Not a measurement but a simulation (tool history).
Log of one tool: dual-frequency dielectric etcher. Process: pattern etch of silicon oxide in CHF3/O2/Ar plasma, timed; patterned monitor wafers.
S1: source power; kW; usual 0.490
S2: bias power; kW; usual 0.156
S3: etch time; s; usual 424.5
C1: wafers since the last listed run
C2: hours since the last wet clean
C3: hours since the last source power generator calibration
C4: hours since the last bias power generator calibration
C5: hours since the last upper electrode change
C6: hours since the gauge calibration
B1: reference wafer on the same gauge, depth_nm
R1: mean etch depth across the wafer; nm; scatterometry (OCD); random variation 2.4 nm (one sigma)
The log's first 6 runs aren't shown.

run 7 hour=247.8 | S1=0.490 S2=0.156 S3=424.5 | C1=289 C2=114.4 C3=1326.1 C4=4108.0 C5=4628.3 C6=325.9 | B1=827.0 | R1=794.7
run 8 hour=312.9 | S1=0.490 S2=0.156 S3=424.5 | C1=278 C2=179.5 C3=1391.2 C4=4173.1 C5=4693.4 C6=391.0 | B1=827.0 | R1=792.2
run 9 hour=360.1 | S1=0.490 S2=0.156 S3=424.5 | C1=201 C2=226.7 C3=1438.4 C4=4220.3 C5=4740.6 C6=438.2 | B1=826.3 | R1=790.0
run 10 hour=423.7 | S1=0.490 S2=0.156 S3=424.5 | C1=272 C2=290.3 C3=1502.0 C4=4283.9 C5=4804.2 C6=501.8 | B1=826.9 | R1=781.5
run 11 hour=487.8 | S1=0.490 S2=0.156 S3=424.5 | C1=274 C2=354.4 C3=1566.1 C4=4348.0 C5=4868.3 C6=565.9 | B1=827.3 | R1=786.4
run 12 hour=524.6 | S1=0.490 S2=0.156 S3=424.5 | C1=157 C2=391.2 C3=1602.9 C4=4384.8 C5=4905.1 C6=602.7 | B1=826.4 | R1=782.4
run 13 hour=559.6 | S1=0.490 S2=0.156 S3=424.5 | C1=149 C2=426.2 C3=1637.9 C4=4419.8 C5=4940.1 C6=637.7 | B1=827.0 | R1=780.0
-- hour=602.8 bias power generator calibrated
run 14 hour=619.5 | S1=0.490 S2=0.156 S3=424.5 | C1=239 C2=486.1 C3=1697.8 C4=16.7 C5=5000.0 C6=697.6 | B1=826.7 | R1=777.4
-- hour=696.0 source power generator calibrated
-- hour=698.1 wet clean of the chamber
run 15 hour=698.6 | S1=0.490 S2=0.171 S3=424.5 | C1=312 C2=0.5 C3=2.6 C4=95.8 C5=5079.1 C6=776.7 | B1=827.0 | R1=805.7
run 16 hour=715.1 | S1=0.490 S2=0.156 S3=424.5 | C1=70 C2=17.0 C3=19.1 C4=112.3 C5=5095.6 C6=793.2 | B1=826.8 | R1=787.4
run 17 hour=748.2 | S1=0.420 S2=0.185 S3=359.5 | C1=141 C2=50.1 C3=52.2 C4=145.4 C5=5128.7 C6=826.3 | B1=827.1 | R1=660.2
-- hour=788.0 upper electrode replaced
run 18 hour=788.5 | S1=0.490 S2=0.171 S3=424.5 | C1=69 C2=90.4 C3=92.5 C4=185.7 C5=0.5 C6=866.6 | B1=826.5 | R1=806.7
run 19 hour=825.5 | S1=0.490 S2=0.156 S3=424.5 | C1=158 C2=127.4 C3=129.5 C4=222.7 C5=37.5 C6=903.6 | B1=826.6 | R1=783.0
run 20 hour=855.2 | S1=0.560 S2=0.145 S3=497.0 | C1=127 C2=157.1 C3=159.2 C4=252.4 C5=67.2 C6=933.3 | B1=827.1 | R1=940.3
run 21 hour=889.6 | S1=0.490 S2=0.156 S3=299.0 | C1=147 C2=191.5 C3=193.6 C4=286.8 C5=101.6 C6=967.7 | B1=826.9 | R1=547.5

The next listed run, before its measurement:
-- hour=898.2 gauge calibrated
run 22 hour=949.6 | S1=0.490 S2=0.156 S3=424.5 | C1=256 C2=251.5 C3=253.6 C4=346.8 C5=161.6 C6=51.4 | B1=? | R1=?

{"run 22": {"B1": 827.3, "R1": 774.9}}
Without the tool's hidden state the same run would have given R1 786.8 nm.
